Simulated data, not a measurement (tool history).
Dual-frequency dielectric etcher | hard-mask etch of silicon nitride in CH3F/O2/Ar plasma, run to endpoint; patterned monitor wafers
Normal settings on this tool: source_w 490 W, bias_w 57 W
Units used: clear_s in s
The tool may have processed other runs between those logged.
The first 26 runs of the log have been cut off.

run    hour  source_w  bias_w  incoming incoming film thickness, nm  clear_s
 27  2094.2       440      47                                  55.4     83.6
 28  2135.1       560      57                                  55.4     74.1
 29  2228.0       410      67                                  55.2     77.4
 30  2296.3       600      70                                  54.7     67.9
     2363.2  -- wet clean of the chamber
 31  2378.5       530      57                                  55.0     73.6
 32  2480.1       490      57                                  54.8     75.2
 33  2538.7       490      46                                  55.3     80.7
 34  2642.2       420      57                                  55.2     79.8

Below are 5 alternative next runs, each starting from the tool's condition after run 34. Predict each:
  A  2642.6       490      61                                  55.7        ?
  B  2642.6       460      52                                  55.7        ?
  C  2642.6       570      48                                  55.7        ?
  D  2642.6       490      69                                  55.7        ?
  E  2642.6       420      62                                  55.7        ?

run  clear_s
  A     75.6
  B     80.5
  C     77.1
  D     72.9
  E     78.6
What these runs would have given with no unlogged condition in the tool:
run  clear_s
  A     74.9
  B     79.7
  C     76.3
  D     72.2
  E     77.8
